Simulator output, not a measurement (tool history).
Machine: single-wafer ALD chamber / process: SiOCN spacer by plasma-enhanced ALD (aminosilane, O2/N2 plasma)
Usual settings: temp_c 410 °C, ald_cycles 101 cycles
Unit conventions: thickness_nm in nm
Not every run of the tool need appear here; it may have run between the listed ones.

run,hour,temp_c,ald_cycles,wafers since the last listed run,hours since the last thermocouple change,hours since the gauge calibration,"read-back reference wafer on the same gauge, thickness_nm",thickness_nm
1,0.0,410,105,0,1933.6,44.2,6.478,6.166
2,35.1,410,105,130,1968.7,79.3,6.475,6.151
3,58.8,410,105,88,1992.4,103.0,6.479,6.175
4,81.7,410,101,85,2015.3,125.9,6.478,5.915
5,108.1,410,101,98,2041.7,152.3,6.473,5.916
6,122.1,417,115,52,2055.7,166.3,6.477,6.590
7,142.3,410,114,75,2075.9,186.5,6.476,6.720
8,154.7,410,101,46,2088.3,198.9,6.475,5.939
9,183.5,410,101,107,2117.1,227.7,6.480,5.900
10,204.6,410,101,78,2138.2,248.8,6.472,5.942
11,236.8,410,105,119,2170.4,281.0,6.486,6.166
# hour 267.3: thermocouple changed; heater temperature recalibrated
12,267.8,417,115,85,0.5,312.0,6.484,6.628
13,283.6,422,87,58,16.3,327.8,6.481,4.941
14,303.5,403,88,74,36.2,347.7,6.480,5.297
15,327.6,402,82,89,60.3,371.8,6.470,4.947
16,355.5,417,95,103,88.2,399.7,6.470,5.463
17,381.9,418,112,98,114.6,426.1,6.477,6.432
# hour 383.0: gauge calibrated
18,412.5,422,109,113,145.2,29.5,6.477,6.179
19,433.5,419,114,78,166.2,50.5,6.474,6.526
20,454.1,398,81,76,186.8,71.1,6.486,4.920
21,482.1,410,101,104,214.8,99.1,6.478,5.937

Across each entry between runs, compare the hidden state at the last listed run before it with the hidden state at the first listed run after it:
Runs 11 to 12: thermocouple changed; heater temperature recalibrated (hour 267.3)
  both runs share identical hidden conditions
Runs 17 to 18: gauge calibrated (hour 383.0)
  both runs share identical hidden conditions

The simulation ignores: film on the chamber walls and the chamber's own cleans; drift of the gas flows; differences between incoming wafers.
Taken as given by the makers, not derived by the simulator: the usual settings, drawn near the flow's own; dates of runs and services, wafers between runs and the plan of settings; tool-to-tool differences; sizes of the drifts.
